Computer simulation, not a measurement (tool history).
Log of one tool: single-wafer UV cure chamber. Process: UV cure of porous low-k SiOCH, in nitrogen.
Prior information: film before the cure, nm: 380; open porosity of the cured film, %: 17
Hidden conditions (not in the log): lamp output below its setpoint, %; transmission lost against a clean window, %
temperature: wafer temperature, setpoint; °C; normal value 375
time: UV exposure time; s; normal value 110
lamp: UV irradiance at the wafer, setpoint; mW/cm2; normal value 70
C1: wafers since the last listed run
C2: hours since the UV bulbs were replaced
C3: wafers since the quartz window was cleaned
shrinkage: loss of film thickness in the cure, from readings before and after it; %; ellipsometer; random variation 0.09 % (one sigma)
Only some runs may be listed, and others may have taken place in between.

run 1 hour=0.0 | temperature=375 time=145 lamp=44 | C1=0 C2=1309.5 C3=1614 | shrinkage=4.901
run 2 hour=13.9 | temperature=375 time=145 lamp=44 | C1=174 C2=1323.4 C3=1789 | shrinkage=4.899
run 3 hour=23.5 | temperature=375 time=145 lamp=44 | C1=120 C2=1333.0 C3=1909 | shrinkage=4.847
run 4 hour=37.9 | temperature=375 time=60 lamp=61 | C1=180 C2=1347.4 C3=2090 | shrinkage=3.329
run 5 hour=53.2 | temperature=375 time=60 lamp=61 | C1=191 C2=1362.7 C3=2282 | shrinkage=3.316
run 6 hour=64.9 | temperature=375 time=110 lamp=84 | C1=146 C2=1374.4 C3=2429 | shrinkage=6.231
run 7 hour=80.2 | temperature=375 time=110 lamp=70 | C1=191 C2=1389.7 C3=2621 | shrinkage=5.484
run 8 hour=89.1 | temperature=375 time=110 lamp=70 | C1=111 C2=1398.6 C3=2732 | shrinkage=5.579
run 9 hour=96.7 | temperature=375 time=110 lamp=70 | C1=95 C2=1406.2 C3=2828 | shrinkage=5.396
run 10 hour=103.4 | temperature=375 time=75 lamp=70 | C1=84 C2=1412.9 C3=2912 | shrinkage=4.302
run 11 hour=116.7 | temperature=375 time=80 lamp=70 | C1=166 C2=1426.2 C3=3079 | shrinkage=4.413
run 12 hour=123.6 | temperature=375 time=80 lamp=70 | C1=86 C2=1433.1 C3=3165 | shrinkage=4.550
-- hour=137.7 quartz window cleaned
run 13 hour=138.2 | temperature=375 time=80 lamp=70 | C1=82 C2=1447.7 C3=6 | shrinkage=4.439
run 14 hour=148.0 | temperature=375 time=110 lamp=43 | C1=122 C2=1457.5 C3=129 | shrinkage=4.048
run 15 hour=157.6 | temperature=375 time=110 lamp=70 | C1=120 C2=1467.1 C3=250 | shrinkage=5.518
run 16 hour=172.8 | temperature=375 time=110 lamp=90 | C1=190 C2=1482.3 C3=440 | shrinkage=6.278
run 17 hour=181.2 | temperature=359 time=75 lamp=48 | C1=105 C2=1490.7 C3=546 | shrinkage=3.031
run 18 hour=192.0 | temperature=375 time=110 lamp=50 | C1=135 C2=1501.5 C3=681 | shrinkage=4.457
run 19 hour=206.7 | temperature=369 time=80 lamp=87 | C1=184 C2=1516.2 C3=866 | shrinkage=5.135
-- hour=221.4 UV bulbs replaced
run 20 hour=225.8 | temperature=375 time=90 lamp=59 | C1=139 C2=4.4 C3=1005 | shrinkage=4.500
run 21 hour=238.3 | temperature=364 time=110 lamp=90 | C1=156 C2=16.9 C3=1162 | shrinkage=6.220
run 22 hour=246.4 | temperature=358 time=110 lamp=40 | C1=101 C2=25.0 C3=1263 | shrinkage=3.593
run 23 hour=261.0 | temperature=375 time=110 lamp=70 | C1=183 C2=39.6 C3=1447 | shrinkage=5.660
run 24 hour=274.3 | temperature=389 time=150 lamp=87 | C1=166 C2=52.9 C3=1614 | shrinkage=7.513
run 25 hour=287.7 | temperature=375 time=110 lamp=70 | C1=168 C2=66.3 C3=1782 | shrinkage=5.418
run 26 hour=294.4 | temperature=375 time=145 lamp=70 | C1=84 C2=73.0 C3=1866 | shrinkage=6.447
run 27 hour=304.8 | temperature=368 time=110 lamp=70 | C1=130 C2=83.4 C3=1996 | shrinkage=5.552
run 28 hour=311.1 | temperature=375 time=110 lamp=70 | C1=79 C2=89.7 C3=2075 | shrinkage=5.566
run 29 hour=321.4 | temperature=382 time=135 lamp=104 | C1=129 C2=100.0 C3=2205 | shrinkage=7.900
run 30 hour=370.8 | temperature=375 time=110 lamp=70 | C1=619 C2=149.4 C3=2825 | shrinkage=5.373
run 31 hour=378.5 | temperature=375 time=110 lamp=70 | C1=96 C2=157.1 C3=2921 | shrinkage=5.466
run 32 hour=394.9 | temperature=381 time=110 lamp=95 | C1=205 C2=173.5 C3=3127 | shrinkage=6.391

3 options for the next run, each taken on its own from the tool as it stands now. Forecast them:
run A hour=395.3 | temperature=375 time=110 lamp=70 | C1=5 C2=173.9 C3=3132 | shrinkage=?
run B hour=395.3 | temperature=375 time=155 lamp=103 | C1=5 C2=173.9 C3=3132 | shrinkage=?
run C hour=395.3 | temperature=365 time=110 lamp=70 | C1=5 C2=173.9 C3=3132 | shrinkage=?

run=A shrinkage=5.561
run=B shrinkage=8.194
run=C shrinkage=5.419
What these runs would have given with no unlogged condition in the tool:
run=A shrinkage=5.561
run=B shrinkage=8.194
run=C shrinkage=5.419
